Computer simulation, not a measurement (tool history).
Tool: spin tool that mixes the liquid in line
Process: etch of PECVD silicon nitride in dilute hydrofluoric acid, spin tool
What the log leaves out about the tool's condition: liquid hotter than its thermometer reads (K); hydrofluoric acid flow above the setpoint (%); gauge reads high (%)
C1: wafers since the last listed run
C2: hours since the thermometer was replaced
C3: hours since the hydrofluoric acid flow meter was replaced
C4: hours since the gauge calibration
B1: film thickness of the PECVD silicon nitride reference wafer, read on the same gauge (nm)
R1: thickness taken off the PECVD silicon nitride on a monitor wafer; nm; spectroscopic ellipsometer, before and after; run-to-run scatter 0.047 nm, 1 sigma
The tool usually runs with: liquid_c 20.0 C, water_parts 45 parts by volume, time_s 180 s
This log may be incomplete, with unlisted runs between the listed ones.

run 1 day=0.000 | liquid_c=17.5 water_parts=45 time_s=180 | C1=0 C2=1900.5 C3=1186.6 C4=194.3 | B1=100.02 | R1=13.53
run 2 day=0.454 | liquid_c=21.0 water_parts=35 time_s=180 | C1=79 C2=1911.4 C3=1197.5 C4=205.2 | B1=99.97 | R1=22.03
run 3 day=0.804 | liquid_c=21.0 water_parts=35 time_s=180 | C1=61 C2=1919.8 C3=1205.9 C4=213.6 | B1=100.01 | R1=22.03
run 4 day=1.425 | liquid_c=20.0 water_parts=45 time_s=180 | C1=109 C2=1934.7 C3=1220.8 C4=228.5 | B1=100.03 | R1=16.09
run 5 day=3.342 | liquid_c=20.0 water_parts=45 time_s=180 | C1=336 C2=1980.7 C3=1266.8 C4=274.5 | B1=100.02 | R1=16.23
run 6 day=4.000 | liquid_c=20.0 water_parts=45 time_s=180 | C1=115 C2=1996.5 C3=1282.6 C4=290.3 | B1=100.02 | R1=16.24
run 7 day=4.462 | liquid_c=20.0 water_parts=45 time_s=180 | C1=81 C2=2007.6 C3=1293.7 C4=301.4 | B1=100.01 | R1=16.24
-- day=6.371 gauge calibrated
run 8 day=6.475 | liquid_c=20.0 water_parts=60 time_s=180 | C1=353 C2=2055.9 C3=1342.0 C4=2.5 | B1=100.02 | R1=12.36
run 9 day=7.000 | liquid_c=20.0 water_parts=60 time_s=180 | C1=92 C2=2068.5 C3=1354.6 C4=15.1 | B1=100.02 | R1=12.27
run 10 day=7.650 | liquid_c=20.0 water_parts=60 time_s=180 | C1=114 C2=2084.1 C3=1370.2 C4=30.7 | B1=99.98 | R1=12.35
run 11 day=8.204 | liquid_c=20.0 water_parts=45 time_s=180 | C1=97 C2=2097.4 C3=1383.5 C4=44.0 | B1=100.04 | R1=16.35
run 12 day=8.646 | liquid_c=20.0 water_parts=45 time_s=180 | C1=77 C2=2108.0 C3=1394.1 C4=54.6 | B1=99.98 | R1=16.35
run 13 day=9.200 | liquid_c=20.0 water_parts=45 time_s=180 | C1=97 C2=2121.3 C3=1407.4 C4=67.9 | B1=100.00 | R1=16.45
run 14 day=9.558 | liquid_c=20.0 water_parts=35 time_s=180 | C1=62 C2=2129.9 C3=1416.0 C4=76.5 | B1=100.02 | R1=20.94
-- day=9.667 hydrofluoric acid flow meter replaced
run 15 day=9.892 | liquid_c=18.0 water_parts=60 time_s=285 | C1=51 C2=2137.9 C3=5.4 C4=84.5 | B1=99.98 | R1=16.01
run 16 day=10.571 | liquid_c=17.0 water_parts=50 time_s=215 | C1=119 C2=2154.2 C3=21.7 C4=100.8 | B1=100.00 | R1=13.43
-- day=10.646 thermometer replaced
run 17 day=11.162 | liquid_c=17.0 water_parts=30 time_s=280 | C1=96 C2=12.4 C3=35.9 C4=115.0 | B1=99.99 | R1=26.76
run 18 day=11.708 | liquid_c=20.0 water_parts=45 time_s=180 | C1=95 C2=25.5 C3=49.0 C4=128.1 | B1=100.03 | R1=14.37
run 19 day=12.196 | liquid_c=24.5 water_parts=45 time_s=70 | C1=85 C2=37.2 C3=60.7 C4=139.8 | B1=99.96 | R1=7.65
run 20 day=12.921 | liquid_c=18.0 water_parts=60 time_s=180 | C1=127 C2=54.6 C3=78.1 C4=157.2 | B1=99.95 | R1=9.52
run 21 day=13.329 | liquid_c=17.0 water_parts=45 time_s=75 | C1=71 C2=64.4 C3=87.9 C4=167.0 | B1=100.00 | R1=4.85
run 22 day=13.833 | liquid_c=23.0 water_parts=45 time_s=255 | C1=88 C2=76.5 C3=100.0 C4=179.1 | B1=100.02 | R1=25.30
run 23 day=14.533 | liquid_c=20.0 water_parts=35 time_s=85 | C1=123 C2=93.3 C3=116.8 C4=195.9 | B1=100.01 | R1=8.68
run 24 day=15.200 | liquid_c=21.0 water_parts=35 time_s=180 | C1=117 C2=109.3 C3=132.8 C4=211.9 | B1=100.03 | R1=19.81
run 25 day=15.612 | liquid_c=22.0 water_parts=45 time_s=180 | C1=72 C2=119.2 C3=142.7 C4=221.8 | B1=100.02 | R1=16.61
run 26 day=16.362 | liquid_c=17.0 water_parts=30 time_s=180 | C1=131 C2=137.2 C3=160.7 C4=239.8 | B1=100.03 | R1=17.50
run 27 day=17.983 | liquid_c=20.0 water_parts=45 time_s=180 | C1=284 C2=176.1 C3=199.6 C4=278.7 | B1=99.97 | R1=14.57
run 28 day=18.379 | liquid_c=23.0 water_parts=55 time_s=280 | C1=69 C2=185.6 C3=209.1 C4=288.2 | B1=100.00 | R1=22.90

Table of differences, measured result less the result of that run with no hidden state. Run-to-run variation is the same in both. Gauge scatter possibly is not:
run=1 R1=+1.61
run=2 R1=+2.59
run=3 R1=+2.62
run=4 R1=+1.93
run=5 R1=+2.00
run=6 R1=+2.01
run=7 R1=+2.03
run=8 R1=+1.59
run=9 R1=+1.59
run=10 R1=+1.60
run=11 R1=+2.15
run=12 R1=+2.16
run=13 R1=+2.19
run=14 R1=+2.80
run=15 R1=+1.23
run=16 R1=+1.06
run=17 R1=+0.36
run=18 R1=+0.21
run=19 R1=+0.12
run=20 R1=+0.16
run=21 R1=+0.09
run=22 R1=+0.48
run=23 R1=+0.17
run=24 R1=+0.42
run=25 R1=+0.36
run=26 R1=+0.43
run=27 R1=+0.39
run=28 R1=+0.62
